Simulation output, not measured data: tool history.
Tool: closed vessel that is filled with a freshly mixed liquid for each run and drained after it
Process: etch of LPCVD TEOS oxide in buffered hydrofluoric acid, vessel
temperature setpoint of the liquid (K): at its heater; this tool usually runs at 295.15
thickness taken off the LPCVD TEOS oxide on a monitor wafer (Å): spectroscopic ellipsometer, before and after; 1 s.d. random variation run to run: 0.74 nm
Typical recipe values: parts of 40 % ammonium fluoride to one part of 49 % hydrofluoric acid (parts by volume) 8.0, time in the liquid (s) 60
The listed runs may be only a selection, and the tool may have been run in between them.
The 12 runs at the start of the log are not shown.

run   hour  temperature setpoint of the liquid (K)  parts of 40 % ammonium fluoride to one part of 49 % hydrofluoric acid (parts by volume)  time in the liquid (s)  wafers since the last listed run  hours since the thermometer was replaced  hours since the hydrofluoric acid flow meter was replaced  hours since the gauge calibration  read-back film thickness of the LPCVD TEOS oxide reference wafer, read on the same gauge (nm)  thickness taken off the LPCVD TEOS oxide on a monitor wafer (Å)
 13  228.6                                  298.65                                                                                      8.0                      60                              1108                                     119.1                                                     1296.3                              108.2                                                                                         140.01                                                           1584.9
 14  240.1                                  292.15                                                                                      8.0                      30                               712                                     130.6                                                     1307.8                              119.7                                                                                         139.97                                                            551.7
 15  253.3                                  297.15                                                                                      5.5                      95                               817                                     143.8                                                     1321.0                              132.9                                                                                         139.94                                                           3334.0
 16  261.4                                  297.65                                                                                      5.0                      50                               501                                     151.9                                                     1329.1                              141.0                                                                                         140.03                                                           1954.6
 17  273.1                                  295.15                                                                                      8.0                      75                               724                                     163.6                                                     1340.8                              152.7                                                                                         139.94                                                           1615.7
 18  282.1                                  296.65                                                                                      8.0                      60                               557                                     172.6                                                     1349.8                              161.7                                                                                         140.03                                                           1415.4
     292.5  -- hydrofluoric acid flow meter replaced
 19  299.6                                  295.15                                                                                      8.0                      60                              1022                                     190.1                                                        7.1                              179.2                                                                                         139.98                                                           1220.4
 20  337.1                                  298.15                                                                                      8.0                      60                              2323                                     227.6                                                       44.6                              216.7                                                                                         140.00                                                           1438.5
 21  346.7                                  296.65                                                                                      5.0                      30                               594                                     237.2                                                       54.2                              226.3                                                                                         140.02                                                           1053.0
 22  364.0                                  295.15                                                                                      8.0                      90                              1071                                     254.5                                                       71.5                              243.6                                                                                         140.04                                                           1812.2
 23  371.1                                  293.65                                                                                      8.0                      70                               439                                     261.6                                                       78.6                              250.7                                                                                         139.97                                                           1310.4
 24  380.4                                  295.15                                                                                      8.0                      95                               576                                     270.9                                                       87.9                              260.0                                                                                         140.01                                                           1933.9
     392.5  -- hydrofluoric acid flow meter replaced, repeated, since the last time left the tool worse
 25  397.9                                  295.15                                                                                      8.0                      60                              1022                                     288.4                                                        5.4                              277.5                                                                                         139.97                                                           1435.1
 26  409.5                                  295.15                                                                                      9.0                      30                               718                                     300.0                                                       17.0                              289.1                                                                                         139.97                                                            630.3
 27  427.2                                  292.65                                                                                      9.5                      30                              1096                                     317.7                                                       34.7                              306.8                                                                                         140.04                                                            529.1
 28  440.8                                  293.15                                                                                      8.0                      95                               842                                     331.3                                                       48.3                              320.4                                                                                         140.01                                                           2033.4
 29  454.4                                  295.15                                                                                      8.0                      60                               842                                     344.9                                                       61.9                              334.0                                                                                         140.00                                                           1428.7
 30  471.2                                  298.15                                                                                      8.0                      80                              1040                                     361.7                                                       78.7                              350.8                                                                                         140.02                                                           2238.3
 31  483.1                                  295.15                                                                                      8.0                      60                               737                                     373.6                                                       90.6                              362.7                                                                                         139.94                                                           1412.2
 32  493.4                                  295.15                                                                                      8.0                      60                               638                                     383.9                                                      100.9                              373.0                                                                                         139.99                                                           1418.4
 33  508.1                                  290.65                                                                                      9.0                      80                               910                                     398.6                                                      115.6                              387.7                                                                                         140.00                                                           1297.9

4 ways to go on from here, each from the tool as it stands after run 33. What would each give?
  A  508.8                                  295.15                                                                                      8.0                      60                                43                                     399.3                                                      116.3                              388.4                                                                                              ?                                                                ?
  B  508.8                                  293.15                                                                                      8.0                      60                                43                                     399.3                                                      116.3                              388.4                                                                                              ?                                                                ?
  C  508.8                                  295.15                                                                                      9.0                      60                                43                                     399.3                                                      116.3                              388.4                                                                                              ?                                                                ?
  D  508.8                                  295.15                                                                                     11.0                      45                                43                                     399.3                                                      116.3                              388.4                                                                                              ?                                                                ?

run  read-back film thickness of the LPCVD TEOS oxide reference wafer, read on the same gauge (nm)  thickness taken off the LPCVD TEOS oxide on a monitor wafer (Å)
  A                                                                                         139.99                                                           1409.6
  B                                                                                         139.99                                                           1261.3
  C                                                                                         139.99                                                           1247.5
  D                                                                                         139.99                                                            794.5
Take away the tool's hidden state, keep each run's random variation, and the runs would have read:
run  thickness taken off the LPCVD TEOS oxide on a monitor wafer (Å)
  A                                                           1428.5
  B                                                           1278.2
  C                                                           1257.1
  D                                                            804.1
